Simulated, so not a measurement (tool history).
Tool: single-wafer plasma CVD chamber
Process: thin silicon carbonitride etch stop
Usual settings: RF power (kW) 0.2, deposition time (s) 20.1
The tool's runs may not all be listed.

run,hour,RF power (kW),deposition time (s),"read-back reference wafer on the same gauge, thickness_nm",mean film thickness on the monitor wafer (nm)
1,0,0.215,20.1,8.798,10.719
2,75.3,0.2,20.1,8.798,10.569
3,177.3,0.2,20.1,8.788,10.566
4,267.3,0.2,20.1,8.8,10.574
# hour 303: RF generator calibrated
5,339.3,0.23,20.1,8.795,11.017
6,384.2,0.23,20.1,8.79,10.937
7,448.6,0.23,20.1,8.807,10.985
8,493.2,0.2,20.1,8.8,10.713
9,569.1,0.2,20.1,8.797,10.66
10,606.4,0.2,20.1,8.798,10.667
# hour 791.9: showerhead replaced, of another model than before
11,883.2,0.2,20.1,8.791,10.673
12,919.5,0.2,20.1,8.803,10.695
13,1048.5,0.2,20.1,8.804,10.625
# hour 1113.8: RF generator calibrated
14,1309.9,0.2,20.1,8.793,10.695
15,1402,0.2,20.1,8.8,10.663
16,1487,0.225,17.1,8.796,9.185
17,1543,0.175,16.6,8.789,8.685

The next listed run, before its measurement:
# hour 1567.8: gauge calibrated
18,1622.5,0.185,17.1,?,?

{"run 18": {"read-back reference wafer on the same gauge, thickness_nm": 8.804, "mean film thickness on the monitor wafer (nm)": 8.972}}
Without the tool's hidden state the same run would have given mean film thickness on the monitor wafer (nm) 9.044.
